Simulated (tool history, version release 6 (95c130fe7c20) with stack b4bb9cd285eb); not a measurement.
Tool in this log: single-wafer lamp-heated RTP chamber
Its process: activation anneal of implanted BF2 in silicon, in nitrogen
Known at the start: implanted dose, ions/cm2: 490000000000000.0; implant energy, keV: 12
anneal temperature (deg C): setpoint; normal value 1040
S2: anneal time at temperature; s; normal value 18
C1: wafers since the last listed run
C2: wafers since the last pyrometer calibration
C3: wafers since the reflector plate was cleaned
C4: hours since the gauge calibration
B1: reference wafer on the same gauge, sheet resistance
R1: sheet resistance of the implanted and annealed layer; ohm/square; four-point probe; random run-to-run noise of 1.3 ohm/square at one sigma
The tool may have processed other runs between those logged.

{"run": 1, "day": 0.0, "anneal temperature (deg C)": 1040, "S2": 18, "C1": 0, "C2": 5088, "C3": 1281, "C4": 744.8, "B1": 255.19, "R1": 280.92}
{"day": 12.054, "done": "pyrometer window cleaned and pyrometer calibrated"}
{"run": 2, "day": 12.358, "anneal temperature (deg C)": 1040, "S2": 18, "C1": 4123, "C2": 104, "C3": 5404, "C4": 1041.4, "B1": 254.84, "R1": 285.34}
{"run": 3, "day": 15.0, "anneal temperature (deg C)": 1040, "S2": 18, "C1": 905, "C2": 1010, "C3": 6309, "C4": 1104.8, "B1": 254.95, "R1": 283.79}
{"run": 4, "day": 18.096, "anneal temperature (deg C)": 1040, "S2": 18, "C1": 1061, "C2": 2071, "C3": 7371, "C4": 1179.1, "B1": 254.8, "R1": 280.52}
{"run": 5, "day": 21.05, "anneal temperature (deg C)": 1040, "S2": 18, "C1": 1012, "C2": 3084, "C3": 8384, "C4": 1250, "B1": 255.05, "R1": 277.07}
{"run": 6, "day": 23.975, "anneal temperature (deg C)": 1040, "S2": 18, "C1": 1002, "C2": 4087, "C3": 9387, "C4": 1320.2, "B1": 255.08, "R1": 278.51}
{"day": 26.554, "done": "reflector plate cleaned"}
{"run": 7, "day": 27.292, "anneal temperature (deg C)": 1040, "S2": 18, "C1": 1022, "C2": 5110, "C3": 253, "C4": 1399.8, "B1": 254.76, "R1": 284.71}
{"run": 8, "day": 30.142, "anneal temperature (deg C)": 1040, "S2": 18, "C1": 977, "C2": 6087, "C3": 1230, "C4": 1468.2, "B1": 255.21, "R1": 279.92}
{"run": 9, "day": 40.146, "anneal temperature (deg C)": 1040, "S2": 18, "C1": 3430, "C2": 9517, "C3": 4660, "C4": 1708.3, "B1": 254.77, "R1": 277.55}
{"day": 43.233, "done": "pyrometer window cleaned and pyrometer calibrated"}
{"run": 10, "day": 44.271, "anneal temperature (deg C)": 1040, "S2": 18, "C1": 1300, "C2": 356, "C3": 5960, "C4": 1807.3, "B1": 254.92, "R1": 288.96}
{"run": 11, "day": 46.288, "anneal temperature (deg C)": 1040, "S2": 18, "C1": 691, "C2": 1047, "C3": 6652, "C4": 1855.7, "B1": 254.91, "R1": 283.05}
{"run": 12, "day": 50.908, "anneal temperature (deg C)": 1040, "S2": 18, "C1": 1584, "C2": 2631, "C3": 8236, "C4": 1966.6, "B1": 255.35, "R1": 280.5}
{"run": 13, "day": 53.267, "anneal temperature (deg C)": 1018, "S2": 25, "C1": 808, "C2": 3440, "C3": 9045, "C4": 2023.2, "B1": 254.6, "R1": 289.81}
{"day": 55.921, "done": "reflector plate cleaned"}
{"run": 14, "day": 60.05, "anneal temperature (deg C)": 1040, "S2": 18, "C1": 2211, "C2": 5652, "C3": 1415, "C4": 2186, "B1": 255.15, "R1": 283.36}
{"run": 15, "day": 64.121, "anneal temperature (deg C)": 1040, "S2": 18, "C1": 1395, "C2": 7047, "C3": 2811, "C4": 2283.7, "B1": 255.08, "R1": 279.36}
{"day": 64.354, "done": "gauge calibrated"}
{"run": 16, "day": 68.329, "anneal temperature (deg C)": 1040, "S2": 18, "C1": 1442, "C2": 8490, "C3": 4253, "C4": 95.4, "B1": 254.98, "R1": 280.08}
{"run": 17, "day": 70.712, "anneal temperature (deg C)": 1040, "S2": 22, "C1": 817, "C2": 9307, "C3": 5071, "C4": 152.6, "B1": 254.91, "R1": 272.35}
{"day": 73.033, "done": "pyrometer window cleaned and pyrometer calibrated"}
{"run": 18, "day": 80.938, "anneal temperature (deg C)": 1020, "S2": 28, "C1": 3391, "C2": 2710, "C3": 8462, "C4": 398, "B1": 255, "R1": 283.34}
{"run": 19, "day": 83.029, "anneal temperature (deg C)": 1040, "S2": 12, "C1": 717, "C2": 3427, "C3": 9179, "C4": 448.2, "B1": 255, "R1": 285.6}
{"run": 20, "day": 84.875, "anneal temperature (deg C)": 1024, "S2": 28, "C1": 632, "C2": 4060, "C3": 9812, "C4": 492.5, "B1": 254.97, "R1": 278.31}
{"run": 21, "day": 88.408, "anneal temperature (deg C)": 1052, "S2": 25, "C1": 1211, "C2": 5271, "C3": 11024, "C4": 577.3, "B1": 254.92, "R1": 264.21}
{"day": 89.283, "done": "reflector plate cleaned"}
{"run": 22, "day": 92.688, "anneal temperature (deg C)": 1040, "S2": 18, "C1": 1352, "C2": 6624, "C3": 1167, "C4": 680, "B1": 255.29, "R1": 280.6}
{"run": 23, "day": 96.746, "anneal temperature (deg C)": 1052, "S2": 9, "C1": 1391, "C2": 8016, "C3": 2558, "C4": 777.4, "B1": 255.21, "R1": 286.66}
{"run": 24, "day": 100.283, "anneal temperature (deg C)": 1023, "S2": 10, "C1": 1212, "C2": 9229, "C3": 3771, "C4": 862.3, "B1": 254.57, "R1": 306.18}
{"run": 25, "day": 102.329, "anneal temperature (deg C)": 1040, "S2": 26, "C1": 701, "C2": 9930, "C3": 4473, "C4": 911.4, "B1": 255.1, "R1": 270.11}
{"run": 26, "day": 105.862, "anneal temperature (deg C)": 1054, "S2": 22, "C1": 1211, "C2": 11142, "C3": 5684, "C4": 996.2, "B1": 255.1, "R1": 264.27}
{"day": 108.738, "done": "pyrometer window cleaned and pyrometer calibrated"}
{"run": 27, "day": 108.85, "anneal temperature (deg C)": 1055, "S2": 18, "C1": 910, "C2": 38, "C3": 6594, "C4": 1067.9, "B1": 254.81, "R1": 274.38}
{"run": 28, "day": 112.525, "anneal temperature (deg C)": 1020, "S2": 18, "C1": 1260, "C2": 1298, "C3": 7854, "C4": 1156.1, "B1": 255.27, "R1": 300.71}
{"run": 29, "day": 114.45, "anneal temperature (deg C)": 1040, "S2": 18, "C1": 660, "C2": 1958, "C3": 8514, "C4": 1202.3, "B1": 255.17, "R1": 281.08}
{"run": 30, "day": 116.654, "anneal temperature (deg C)": 1040, "S2": 18, "C1": 755, "C2": 2714, "C3": 9270, "C4": 1255.2, "B1": 255.09, "R1": 279.62}
{"day": 125.567, "done": "reflector plate cleaned"}
{"run": 31, "day": 125.588, "anneal temperature (deg C)": 1052, "S2": 25, "C1": 2948, "C2": 5663, "C3": 7, "C4": 1469.6, "B1": 254.98, "R1": 266.9}
{"run": 32, "day": 127.988, "anneal temperature (deg C)": 1055, "S2": 27, "C1": 822, "C2": 6486, "C3": 830, "C4": 1527.2, "B1": 254.96, "R1": 262.73}
{"run": 33, "day": 129.879, "anneal temperature (deg C)": 1040, "S2": 18, "C1": 648, "C2": 7134, "C3": 1478, "C4": 1572.6, "B1": 255.07, "R1": 281.36}
{"run": 34, "day": 133.467, "anneal temperature (deg C)": 1040, "S2": 18, "C1": 1230, "C2": 8364, "C3": 2709, "C4": 1658.7, "B1": 254.87, "R1": 280.02}
{"run": 35, "day": 136.567, "anneal temperature (deg C)": 1040, "S2": 18, "C1": 1062, "C2": 9427, "C3": 3771, "C4": 1733.1, "B1": 254.72, "R1": 277.32}
{"run": 36, "day": 140.125, "anneal temperature (deg C)": 1027, "S2": 26, "C1": 1220, "C2": 10647, "C3": 4991, "C4": 1818.5, "B1": 254.7, "R1": 278.75}
{"run": 37, "day": 142.133, "anneal temperature (deg C)": 1052, "S2": 23, "C1": 688, "C2": 11336, "C3": 5680, "C4": 1866.7, "B1": 254.68, "R1": 268.06}

Branching from run 37: 3 alternative next runs. What would each branch give?
{"run": "A", "day": 142.15, "anneal temperature (deg C)": 1057, "S2": 18, "C1": 5, "C2": 11342, "C3": 5686, "C4": 1867.1, "B1": "?", "R1": "?"}
{"run": "B", "day": 142.15, "anneal temperature (deg C)": 1050, "S2": 11, "C1": 5, "C2": 11342, "C3": 5686, "C4": 1867.1, "B1": "?", "R1": "?"}
{"run": "C", "day": 142.15, "anneal temperature (deg C)": 1053, "S2": 23, "C1": 5, "C2": 11342, "C3": 5686, "C4": 1867.1, "B1": "?", "R1": "?"}

run=A B1=255.04 R1=269.17
run=B B1=255.04 R1=282.35
run=C B1=255.04 R1=266.86
Without the tool's hidden state the same runs would have given:
run=A R1=278.27
run=B R1=295.46
run=C R1=274.8
